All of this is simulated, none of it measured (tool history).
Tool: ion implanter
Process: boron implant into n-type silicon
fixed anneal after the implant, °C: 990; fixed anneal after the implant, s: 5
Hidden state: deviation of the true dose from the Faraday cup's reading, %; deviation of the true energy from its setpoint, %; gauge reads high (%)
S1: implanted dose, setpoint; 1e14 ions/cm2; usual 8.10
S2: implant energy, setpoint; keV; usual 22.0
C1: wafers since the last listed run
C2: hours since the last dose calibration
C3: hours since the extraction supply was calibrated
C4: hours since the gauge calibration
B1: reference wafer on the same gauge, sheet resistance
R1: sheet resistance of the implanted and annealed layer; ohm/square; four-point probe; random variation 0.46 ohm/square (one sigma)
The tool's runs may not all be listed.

| run | hour | S1 | S2 | C1 | C2 | C3 | C4 | B1 | R1 |
|---|---|---|---|---|---|---|---|---|---|
| 1 | 0.0 | 8.10 | 22.0 | 0 | 452.1 | 2727.0 | 370.3 | 149.04 | 161.36 |
| 2 | 64.1 | 8.10 | 22.0 | 1521 | 516.2 | 2791.1 | 434.4 | 148.90 | 162.03 |
| 3 | 127.1 | 6.45 | 22.0 | 1495 | 579.2 | 2854.1 | 497.4 | 149.28 | 194.74 |
| 4 | 176.1 | 6.45 | 22.0 | 1162 | 628.2 | 2903.1 | 546.4 | 149.10 | 195.61 |
| 5 | 239.5 | 6.67 | 22.0 | 1504 | 691.6 | 2966.5 | 609.8 | 148.95 | 190.79 |
| 6 | 266.7 | 6.67 | 22.0 | 645 | 718.8 | 2993.7 | 637.0 | 148.94 | 191.51 |
| 7 | 310.9 | 6.67 | 22.0 | 1048 | 763.0 | 3037.9 | 681.2 | 148.82 | 192.51 |
|  | 341.8 | Faraday cup replaced and dose calibrated |
| 8 | 366.4 | 5.81 | 14.5 | 1127 | 24.6 | 3093.4 | 736.7 | 148.92 | 211.56 |
|  | 402.9 | gauge calibrated |
| 9 | 436.9 | 9.06 | 18.5 | 1673 | 95.1 | 3163.9 | 34.0 | 149.02 | 148.26 |
|  | 493.3 | extraction supply calibrated |
| 10 | 495.8 | 9.91 | 20.0 | 1207 | 154.0 | 2.5 | 92.9 | 148.96 | 136.70 |
| 11 | 548.7 | 6.77 | 24.0 | 1255 | 206.9 | 55.4 | 145.8 | 148.72 | 184.25 |
| 12 | 591.8 | 8.90 | 29.5 | 1022 | 250.0 | 98.5 | 188.9 | 149.06 | 145.06 |
| 13 | 632.5 | 9.91 | 20.0 | 965 | 290.7 | 139.2 | 229.6 | 149.09 | 137.78 |
| 14 | 681.7 | 9.91 | 20.0 | 1167 | 339.9 | 188.4 | 278.8 | 149.04 | 139.01 |
| 15 | 733.1 | 8.83 | 24.5 | 1219 | 391.3 | 239.8 | 330.2 | 149.08 | 149.44 |

Forecast each of these 4 alternatives for the next run:
| A | 733.5 | 8.10 | 18.0 | 9 | 391.7 | 240.2 | 330.6 | ? | ? |
| B | 733.5 | 7.03 | 22.0 | 9 | 391.7 | 240.2 | 330.6 | ? | ? |
| C | 733.5 | 8.10 | 25.5 | 9 | 391.7 | 240.2 | 330.6 | ? | ? |
| D | 733.5 | 9.87 | 19.0 | 9 | 391.7 | 240.2 | 330.6 | ? | ? |

| run | B1 | R1 |
|---|---|---|
| A | 149.03 | 163.26 |
| B | 149.03 | 180.33 |
| C | 149.03 | 158.93 |
| D | 149.03 | 139.55 |
Without the tool's hidden state the same runs would have given:
| run | R1 |
|---|---|
| A | 159.90 |
| B | 176.42 |
| C | 155.48 |
| D | 136.84 |
